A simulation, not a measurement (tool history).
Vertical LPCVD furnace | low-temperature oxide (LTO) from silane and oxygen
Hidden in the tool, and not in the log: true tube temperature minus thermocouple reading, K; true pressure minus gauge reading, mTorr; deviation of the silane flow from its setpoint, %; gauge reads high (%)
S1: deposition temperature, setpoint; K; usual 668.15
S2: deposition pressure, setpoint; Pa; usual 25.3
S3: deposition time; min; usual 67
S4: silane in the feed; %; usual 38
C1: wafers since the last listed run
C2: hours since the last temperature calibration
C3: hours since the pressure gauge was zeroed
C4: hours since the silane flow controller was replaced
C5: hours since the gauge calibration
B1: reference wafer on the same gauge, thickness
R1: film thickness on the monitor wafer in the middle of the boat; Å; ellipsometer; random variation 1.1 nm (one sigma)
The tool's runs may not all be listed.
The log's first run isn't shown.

run   hour      S1    S2  S3  S4   C1      C2      C3      C4     C5      B1      R1
  2   41.7  668.15  25.3  67  38  607  1330.3  1926.3  2618.7  429.8  446.01  4720.3
  3  104.1  668.15  25.3  46  38  908  1392.7  1988.7  2681.1  492.2  445.90  3250.2
  4  172.0  668.15  25.3  46  38  988  1460.6  2056.6  2749.0  560.1  446.12  3259.1
  5  216.1  668.15  25.3  46  38  642  1504.7  2100.7  2793.1  604.2  445.89  3261.0
  6  242.1  672.15  25.3  67  38  378  1530.7  2126.7  2819.1  630.2  446.25  4955.9
  7  275.0  672.15  25.3  67  38  478  1563.6  2159.6  2852.0  663.1  446.14  4943.5
  8  330.0  668.15  25.3  67  38  800  1618.6  2214.6  2907.0  718.1  446.05  4732.6
  9  361.3  668.15  25.3  67  38  455  1649.9  2245.9  2938.3  749.4  445.70  4717.2
 10  392.0  668.15  25.3  67  38  446  1680.6  2276.6  2969.0  780.1  445.65  4743.4
     456.8  -- pressure gauge zeroed
 11  457.3  668.15  25.3  67  38  601  1745.9     0.5  3034.3  845.4  445.70  5246.8
     480.3  -- gauge calibrated
     492.7  -- silane flow controller replaced
 12  493.2  668.15  25.3  67  38  173  1781.8    36.4     0.5   12.9  446.05  5249.0
 13  538.9  668.15  22.0  67  38  665  1827.5    82.1    46.2   58.6  446.04  4565.9
 14  574.5  668.15  25.3  67  38  518  1863.1   117.7    81.8   94.2  445.94  5217.3
 15  604.8  668.15  25.3  67  38  441  1893.4   148.0   112.1  124.5  446.39  5231.6

Run 16 comes next. What will it give?
 16  640.9  678.15  22.0  67  38  525  1929.5  184.1  148.2  160.6   ?   ?

{"run 16": {"B1": 446.19, "R1": 5093.5}}
Without the tool's hidden state the same run would have given R1 4783.3 Å.
